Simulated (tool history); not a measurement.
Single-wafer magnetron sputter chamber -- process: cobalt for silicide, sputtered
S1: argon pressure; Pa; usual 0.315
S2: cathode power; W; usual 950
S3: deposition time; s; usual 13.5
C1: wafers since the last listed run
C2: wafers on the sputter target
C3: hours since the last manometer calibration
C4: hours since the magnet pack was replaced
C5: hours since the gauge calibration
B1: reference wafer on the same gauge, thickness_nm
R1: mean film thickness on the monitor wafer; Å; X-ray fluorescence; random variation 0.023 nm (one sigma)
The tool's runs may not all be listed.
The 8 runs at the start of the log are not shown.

Run 9, hour 472.7: usual settings but S3 14.9 s; C1 851; C2 12790; C3 152.5; C4 9415.6; C5 483.4; B1 7.31. Result: R1 66.17 Å.
Run 10, hour 532.7: usual settings but S3 11.9 s; C1 1818; C2 14608; C3 212.5; C4 9475.6; C5 543.4; B1 7.311. Result: R1 52.65 Å.
At hour 573.4: sputter target and shields replaced.
Run 11, hour 598: usual settings but S2 800 W; C1 1736; C2 744; C3 277.8; C4 9540.9; C5 608.7; B1 7.311. Result: R1 53.91 Å.
Run 12, hour 635.9: usual settings but S1 0.242 Pa, S2 800 W, S3 15.8 s; C1 1148; C2 1893; C3 315.7; C4 9578.8; C5 646.6; B1 7.308. Result: R1 64.81 Å.
Run 13, hour 695.3: usual settings but S2 1050 W, S3 11 s; C1 1799; C2 3693; C3 375.1; C4 9638.2; C5 706; B1 7.313. Result: R1 54.38 Å.
At hour 746.8: magnet pack replaced.
Run 14, hour 755.7: usual settings but S1 0.224 Pa, S3 15.1 s; C1 1587; C2 5280; C3 435.5; C4 8.9; C5 766.4; B1 7.311. Result: R1 71.21 Å.
Run 15, hour 808.9: usual settings but S1 0.272 Pa, S2 1050 W, S3 15.1 s; C1 1612; C2 6892; C3 488.7; C4 62.1; C5 819.6; B1 7.31. Result: R1 74.83 Å.
Run 16, hour 838.7: usual settings but S2 1150 W, S3 11.1 s; C1 902; C2 7795; C3 518.5; C4 91.9; C5 849.4; B1 7.31. Result: R1 58.07 Å.
Run 17, hour 877.2: usual settings but S3 11.4 s; C1 1166; C2 8962; C3 557; C4 130.4; C5 887.9; B1 7.308. Result: R1 50.81 Å.
Run 18, hour 930.9: usual settings but S1 0.398 Pa; C1 1627; C2 10589; C3 610.7; C4 184.1; C5 941.6; B1 7.308. Result: R1 57.59 Å.
Run 19, hour 982.1: usual settings; C1 1551; C2 12141; C3 661.9; C4 235.3; C5 992.8; B1 7.307. Result: R1 59.69 Å.
At hour 1008.6: sputter target and shields replaced.
Run 20, hour 1010.6: usual settings but S1 0.418 Pa, S3 12.2 s; C1 621; C2 60; C3 690.4; C4 263.8; C5 1021.3; B1 7.31. Result: R1 53.36 Å.
Run 21, hour 1063.6: usual settings but S1 0.422 Pa, S2 800 W, S3 15 s; C1 1605; C2 1666; C3 743.4; C4 316.8; C5 1074.3; B1 7.31. Result: R1 56.75 Å.

Run 22, settings as shown, results not yet in. Your forecast:
Run 22, hour 1119.1: usual settings but S1 0.199 Pa; C1 1681; C2 3348; C3 798.9; C4 372.3; C5 1129.8; B1 ?. Result: R1 ?.

Run 22 produced B1 7.311, R1 63.79 Å.
Had the tool carried no hidden state, the very same run would have given R1 64.98 Å.

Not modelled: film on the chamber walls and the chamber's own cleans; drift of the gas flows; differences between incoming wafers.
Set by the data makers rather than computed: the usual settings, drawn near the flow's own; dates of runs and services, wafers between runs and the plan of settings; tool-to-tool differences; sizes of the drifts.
